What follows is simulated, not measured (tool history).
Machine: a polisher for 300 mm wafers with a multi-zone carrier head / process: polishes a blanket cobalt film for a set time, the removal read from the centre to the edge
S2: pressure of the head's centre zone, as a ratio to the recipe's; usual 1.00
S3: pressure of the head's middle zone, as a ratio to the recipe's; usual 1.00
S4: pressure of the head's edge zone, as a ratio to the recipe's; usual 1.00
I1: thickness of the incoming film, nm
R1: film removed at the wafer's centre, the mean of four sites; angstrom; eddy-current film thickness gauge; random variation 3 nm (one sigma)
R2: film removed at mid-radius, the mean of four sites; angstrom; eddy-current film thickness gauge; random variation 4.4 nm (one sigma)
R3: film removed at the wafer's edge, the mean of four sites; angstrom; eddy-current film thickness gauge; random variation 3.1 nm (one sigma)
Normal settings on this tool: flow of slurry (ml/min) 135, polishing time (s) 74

run 1 hour=0.0 | flow_of_slurry_(ml/min)=135 S2=1.00 S3=1.00 S4=1.00 polishing_time_(s)=74 | I1=1176.6 | R1=3010 R2=3116 R3=2987
-- hour=86.1 worn pad replaced by a new one
run 2 hour=93.5 | flow_of_slurry_(ml/min)=135 S2=1.00 S3=1.00 S4=1.00 polishing_time_(s)=74 | I1=1195.1 | R1=3136 R2=3256 R3=3231
run 3 hour=197.7 | flow_of_slurry_(ml/min)=135 S2=1.00 S3=1.00 S4=1.00 polishing_time_(s)=74 | I1=1199.2 | R1=3157 R2=3325 R3=3217
run 4 hour=292.8 | flow_of_slurry_(ml/min)=100 S2=1.00 S3=1.11 S4=0.91 polishing_time_(s)=64 | I1=1208.3 | R1=2475 R2=2812 R3=2494
run 5 hour=332.1 | flow_of_slurry_(ml/min)=135 S2=1.07 S3=1.00 S4=1.00 polishing_time_(s)=74 | I1=1178.7 | R1=3334 R2=3297 R3=3166
-- hour=336.0 edge zone pressure recalibrated
run 6 hour=370.3 | flow_of_slurry_(ml/min)=150 S2=1.11 S3=1.07 S4=1.00 polishing_time_(s)=92 | I1=1193.0 | R1=4357 R2=4306 R3=3992
run 7 hour=460.2 | flow_of_slurry_(ml/min)=175 S2=1.00 S3=1.00 S4=0.94 polishing_time_(s)=74 | I1=1167.4 | R1=3192 R2=3314 R3=3150
run 8 hour=522.0 | flow_of_slurry_(ml/min)=115 S2=0.90 S3=1.00 S4=1.00 polishing_time_(s)=93 | I1=1199.0 | R1=3228 R2=3788 R3=3779
-- hour=546.7 slurry nozzle cleaned
run 9 hour=603.1 | flow_of_slurry_(ml/min)=135 S2=1.00 S3=1.00 S4=1.06 polishing_time_(s)=91 | I1=1176.3 | R1=3613 R2=3833 R3=3799
-- hour=608.0 centre zone pressure recalibrated
run 10 hour=651.7 | flow_of_slurry_(ml/min)=135 S2=1.00 S3=1.00 S4=1.00 polishing_time_(s)=74 | I1=1171.5 | R1=2952 R2=3011 R3=2922
-- hour=675.1 worn pad replaced by a new one
run 11 hour=745.5 | flow_of_slurry_(ml/min)=135 S2=1.00 S3=1.00 S4=1.00 polishing_time_(s)=74 | I1=1177.2 | R1=3094 R2=3267 R3=3228
run 12 hour=784.6 | flow_of_slurry_(ml/min)=135 S2=1.00 S3=1.00 S4=1.00 polishing_time_(s)=74 | I1=1191.4 | R1=3135 R2=3252 R3=3252
run 13 hour=875.6 | flow_of_slurry_(ml/min)=155 S2=0.91 S3=1.08 S4=1.10 polishing_time_(s)=74 | I1=1192.0 | R1=2902 R2=3594 R3=3348
run 14 hour=940.5 | flow_of_slurry_(ml/min)=170 S2=1.00 S3=1.00 S4=1.12 polishing_time_(s)=58 | I1=1190.1 | R1=2564 R2=2622 R3=2735
-- hour=951.9 edge zone pressure recalibrated
run 15 hour=982.6 | flow_of_slurry_(ml/min)=135 S2=0.94 S3=1.03 S4=0.89 polishing_time_(s)=58 | I1=1195.0 | R1=2241 R2=2544 R3=2319
run 16 hour=1076.8 | flow_of_slurry_(ml/min)=135 S2=1.00 S3=1.00 S4=1.10 polishing_time_(s)=49 | I1=1193.1 | R1=2023 R2=2046 R3=2134
run 17 hour=1131.6 | flow_of_slurry_(ml/min)=135 S2=1.00 S3=1.00 S4=1.00 polishing_time_(s)=50 | I1=1181.6 | R1=2019 R2=2085 R3=2063
run 18 hour=1208.9 | flow_of_slurry_(ml/min)=135 S2=0.88 S3=1.06 S4=1.00 polishing_time_(s)=66 | I1=1192.7 | R1=2286 R2=2886 R3=2646
run 19 hour=1270.3 | flow_of_slurry_(ml/min)=135 S2=1.00 S3=1.09 S4=1.00 polishing_time_(s)=74 | I1=1178.1 | R1=2934 R2=3175 R3=2905
-- hour=1281.4 worn pad replaced by a new one
run 20 hour=1335.2 | flow_of_slurry_(ml/min)=175 S2=1.00 S3=1.00 S4=0.96 polishing_time_(s)=74 | I1=1192.5 | R1=3291 R2=3420 R3=3248
-- hour=1344.4 slurry nozzle cleaned
run 21 hour=1385.1 | flow_of_slurry_(ml/min)=135 S2=1.00 S3=0.95 S4=1.00 polishing_time_(s)=74 | I1=1214.2 | R1=3166 R2=3109 R3=3169

5 options for the next run, each taken on its own from the tool as it stands now. Forecast them:
run A hour=1385.5 | flow_of_slurry_(ml/min)=135 S2=1.00 S3=1.00 S4=1.00 polishing_time_(s)=82 | I1=1182.7 | R1=? R2=? R3=?
run B hour=1385.5 | flow_of_slurry_(ml/min)=165 S2=1.00 S3=1.06 S4=1.00 polishing_time_(s)=74 | I1=1182.7 | R1=? R2=? R3=?
run C hour=1385.5 | flow_of_slurry_(ml/min)=135 S2=0.95 S3=1.00 S4=1.00 polishing_time_(s)=74 | I1=1182.7 | R1=? R2=? R3=?
run D hour=1385.5 | flow_of_slurry_(ml/min)=165 S2=1.03 S3=1.00 S4=0.97 polishing_time_(s)=83 | I1=1182.7 | R1=? R2=? R3=?
run E hour=1385.5 | flow_of_slurry_(ml/min)=165 S2=1.00 S3=0.92 S4=1.00 polishing_time_(s)=74 | I1=1182.7 | R1=? R2=? R3=?

run=A R1=3466 R2=3654 R3=3605
run=B R1=3279 R2=3604 R3=3348
run=C R1=2970 R2=3299 R3=3253
run=D R1=3787 R2=3855 R3=3704
run=E R1=3276 R2=3214 R3=3354
Stripped of hidden state, with their random variation kept, the same runs would have yielded:
run=A R1=3515 R2=3706 R3=3655
run=B R1=3325 R2=3655 R3=3395
run=C R1=3012 R2=3345 R3=3299
run=D R1=3841 R2=3909 R3=3756
run=E R1=3322 R2=3259 R3=3402

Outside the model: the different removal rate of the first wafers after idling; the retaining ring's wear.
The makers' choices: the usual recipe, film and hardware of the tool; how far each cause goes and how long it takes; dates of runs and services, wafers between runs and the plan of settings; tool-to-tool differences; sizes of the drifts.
